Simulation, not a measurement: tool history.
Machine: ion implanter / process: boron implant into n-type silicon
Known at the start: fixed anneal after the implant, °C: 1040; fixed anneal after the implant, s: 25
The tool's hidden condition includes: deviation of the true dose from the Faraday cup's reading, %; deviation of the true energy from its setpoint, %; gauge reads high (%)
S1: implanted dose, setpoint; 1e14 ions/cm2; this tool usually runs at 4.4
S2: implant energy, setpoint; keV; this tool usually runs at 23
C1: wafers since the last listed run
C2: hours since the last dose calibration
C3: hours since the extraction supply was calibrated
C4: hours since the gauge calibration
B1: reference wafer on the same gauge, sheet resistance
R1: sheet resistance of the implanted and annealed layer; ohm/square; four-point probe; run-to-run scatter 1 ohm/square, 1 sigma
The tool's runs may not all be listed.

run 1 hour=0 | S1=4.4 S2=23 | C1=0 C2=775.6 C3=4329.8 C4=129.1 | B1=204.11 | R1=238.79
run 2 hour=56.8 | S1=4.4 S2=23 | C1=862 C2=832.4 C3=4386.6 C4=185.9 | B1=203.95 | R1=239.96
run 3 hour=115.7 | S1=4.4 S2=23 | C1=894 C2=891.3 C3=4445.5 C4=244.8 | B1=203.86 | R1=239.44
run 4 hour=185.7 | S1=4.4 S2=29 | C1=1063 C2=961.3 C3=4515.5 C4=314.8 | B1=204.04 | R1=233.89
run 5 hour=229.1 | S1=4.4 S2=23 | C1=659 C2=1004.7 C3=4558.9 C4=358.2 | B1=203.81 | R1=239.92
run 6 hour=299.4 | S1=4.4 S2=23 | C1=1067 C2=1075 C3=4629.2 C4=428.5 | B1=204.25 | R1=239.2
run 7 hour=337.1 | S1=4.4 S2=23 | C1=572 C2=1112.7 C3=4666.9 C4=466.2 | B1=203.93 | R1=240.08
run 8 hour=363.3 | S1=3.74 S2=25.5 | C1=397 C2=1138.9 C3=4693.1 C4=492.4 | B1=203.95 | R1=274.43
run 9 hour=416.6 | S1=3.74 S2=25.5 | C1=809 C2=1192.2 C3=4746.4 C4=545.7 | B1=203.94 | R1=276.12
run 10 hour=456.7 | S1=3.74 S2=25.5 | C1=608 C2=1232.3 C3=4786.5 C4=585.8 | B1=204.06 | R1=276.59
-- hour=501.9 Faraday cup replaced and dose calibrated
run 11 hour=502.4 | S1=4.4 S2=23 | C1=572 C2=0.5 C3=4832.2 C4=631.5 | B1=204.14 | R1=232.5
run 12 hour=561.2 | S1=4.4 S2=23 | C1=892 C2=59.3 C3=4891 C4=690.3 | B1=204.02 | R1=232.24
run 13 hour=625.2 | S1=4.4 S2=23 | C1=971 C2=123.3 C3=4955 C4=754.3 | B1=203.88 | R1=231.85
run 14 hour=656 | S1=4.4 S2=23 | C1=467 C2=154.1 C3=4985.8 C4=785.1 | B1=203.96 | R1=231.61
run 15 hour=698.9 | S1=3.74 S2=25.5 | C1=651 C2=197 C3=5028.7 C4=828 | B1=204.02 | R1=260.75
-- hour=699.6 gauge calibrated
-- hour=709.7 extraction supply calibrated
run 16 hour=741.4 | S1=5.71 S2=16.5 | C1=523 C2=239.5 C3=31.7 C4=41.8 | B1=203.73 | R1=194.1
run 17 hour=772.6 | S1=4.82 S2=23 | C1=473 C2=270.7 C3=62.9 C4=73 | B1=204 | R1=215.62
run 18 hour=814.2 | S1=3.32 S2=30 | C1=631 C2=312.3 C3=104.5 C4=114.6 | B1=203.92 | R1=284.89
run 19 hour=858.9 | S1=5.4 S2=28.5 | C1=678 C2=357 C3=149.2 C4=159.3 | B1=203.97 | R1=191.66
run 20 hour=907.8 | S1=4.81 S2=21 | C1=742 C2=405.9 C3=198.1 C4=208.2 | B1=204.2 | R1=217.29
run 21 hour=970.2 | S1=3.53 S2=15.5 | C1=947 C2=468.3 C3=260.5 C4=270.6 | B1=204.04 | R1=292.25
run 22 hour=1039.7 | S1=3.53 S2=15.5 | C1=1055 C2=537.8 C3=330 C4=340.1 | B1=203.88 | R1=290.51
run 23 hour=1109.5 | S1=4.4 S2=23 | C1=1060 C2=607.6 C3=399.8 C4=409.9 | B1=204.14 | R1=236.4
run 24 hour=1163 | S1=4.91 S2=27 | C1=812 C2=661.1 C3=453.3 C4=463.4 | B1=203.94 | R1=209.82
run 25 hour=1194.1 | S1=5.31 S2=16.5 | C1=472 C2=692.2 C3=484.4 C4=494.5 | B1=204 | R1=208.18
run 26 hour=1223.6 | S1=5.25 S2=28.5 | C1=448 C2=721.7 C3=513.9 C4=524 | B1=203.9 | R1=198.05
run 27 hour=1249 | S1=3.38 S2=23 | C1=385 C2=747.1 C3=539.3 C4=549.4 | B1=204.12 | R1=293.02
run 28 hour=1282.9 | S1=5.51 S2=18 | C1=514 C2=781 C3=573.2 C4=583.3 | B1=203.92 | R1=201.34
run 29 hour=1350.1 | S1=3.87 S2=18 | C1=1020 C2=848.2 C3=640.4 C4=650.5 | B1=203.93 | R1=270.41

Below are 3 alternative next runs, each starting from the tool's condition after run 29. Predict each:
run A hour=1350.5 | S1=3.85 S2=23 | C1=6 C2=848.6 C3=640.8 C4=650.9 | B1=? | R1=?
run B hour=1350.5 | S1=5.22 S2=21 | C1=6 C2=848.6 C3=640.8 C4=650.9 | B1=? | R1=?
run C hour=1350.5 | S1=3.78 S2=26 | C1=6 C2=848.6 C3=640.8 C4=650.9 | B1=? | R1=?

run=A B1=204.25 R1=263.59
run=B B1=204.25 R1=207.17
run=C B1=204.25 R1=264.08
Take away the tool's hidden state, keep each run's random variation, and the runs would have read:
run=A R1=258.33
run=B R1=202.97
run=C R1=258.8

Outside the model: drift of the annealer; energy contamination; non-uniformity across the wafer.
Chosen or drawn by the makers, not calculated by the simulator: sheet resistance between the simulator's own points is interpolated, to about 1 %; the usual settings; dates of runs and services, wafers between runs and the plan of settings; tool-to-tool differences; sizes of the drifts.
